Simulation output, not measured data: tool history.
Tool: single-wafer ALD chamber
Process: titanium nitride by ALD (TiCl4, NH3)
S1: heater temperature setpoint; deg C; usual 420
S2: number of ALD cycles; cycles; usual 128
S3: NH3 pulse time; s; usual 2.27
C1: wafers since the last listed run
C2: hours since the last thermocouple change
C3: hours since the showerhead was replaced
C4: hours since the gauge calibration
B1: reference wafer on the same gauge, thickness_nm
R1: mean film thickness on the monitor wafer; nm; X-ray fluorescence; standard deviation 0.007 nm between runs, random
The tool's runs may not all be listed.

run,hour,S1,S2,S3,C1,C2,C3,C4,B1,R1
1,0,420,128,2.27,0,1145.9,6324.6,332.2,2.599,2.817
2,14.1,420,128,2.27,17,1160,6338.7,346.3,2.599,2.794
3,34,420,141,2.27,24,1179.9,6358.6,366.2,2.599,3.083
4,49.7,420,128,2.27,19,1195.6,6374.3,381.9,2.599,2.803
5,61.9,420,128,2.27,14,1207.8,6386.5,394.1,2.601,2.809
6,75.5,408,128,2.27,16,1221.4,6400.1,407.7,2.6,2.803
7,100.3,408,128,2.27,30,1246.2,6424.9,432.5,2.6,2.8
8,128.8,408,128,2.27,35,1274.7,6453.4,461,2.599,2.793
9,149.5,410,128,2.27,25,1295.4,6474.1,481.7,2.599,2.809
10,183.9,410,128,2.27,42,1329.8,6508.5,516.1,2.6,2.793
11,200.3,420,128,2.27,20,1346.2,6524.9,532.5,2.599,2.799
12,230.2,420,128,2.27,36,1376.1,6554.8,562.4,2.599,2.809
# hour 243.4: showerhead replaced
13,252.3,420,128,2.27,17,1398.2,8.9,584.5,2.6,2.812
14,283.8,430,138,2.27,38,1429.7,40.4,616,2.601,3.025
15,318.1,420,128,2.68,42,1464,74.7,650.3,2.599,2.812
16,343,405,152,2.27,30,1488.9,99.6,675.2,2.602,3.312
17,369.8,420,128,1.62,32,1515.7,126.4,702,2.6,2.775
# hour 408.3: thermocouple changed; heater temperature recalibrated
18,408.8,413,135,1.73,38,0.5,165.4,741,2.601,2.935
# hour 411.7: gauge calibrated
19,416,420,128,2.27,8,7.7,172.6,4.3,2.601,2.807
20,431.4,406,128,1.91,18,23.1,188,19.7,2.601,2.771
21,465.7,426,128,2.27,42,57.4,222.3,54,2.6,2.8
22,495.5,413,128,2.27,36,87.2,252.1,83.8,2.6,2.799
23,528.6,420,106,2.97,40,120.3,285.2,116.9,2.6,2.33
24,542.7,420,136,1.88,17,134.4,299.3,131,2.598,2.968
25,559.1,420,128,2.27,20,150.8,315.7,147.4,2.599,2.799
26,577.7,420,128,2.27,22,169.4,334.3,166,2.599,2.806
27,609.4,420,148,2.27,38,201.1,366,197.7,2.6,3.236

Each row is a separate what-if for the run after 27, all from the same tool condition, not one after another. Results?
A,610.1,420,128,2.27,0,201.8,366.7,198.4,?,?
B,610.1,415,140,2.91,0,201.8,366.7,198.4,?,?
C,610.1,425,146,1.77,0,201.8,366.7,198.4,?,?
D,610.1,420,128,1.38,0,201.8,366.7,198.4,?,?
E,610.1,411,108,1.67,0,201.8,366.7,198.4,?,?

run,B1,R1
A,2.6,2.796
B,2.6,3.075
C,2.6,3.172
D,2.6,2.752
E,2.6,2.329
With no hidden state in the tool, these same runs would have given:
run,R1
A,2.796
B,3.075
C,3.172
D,2.752
E,2.329
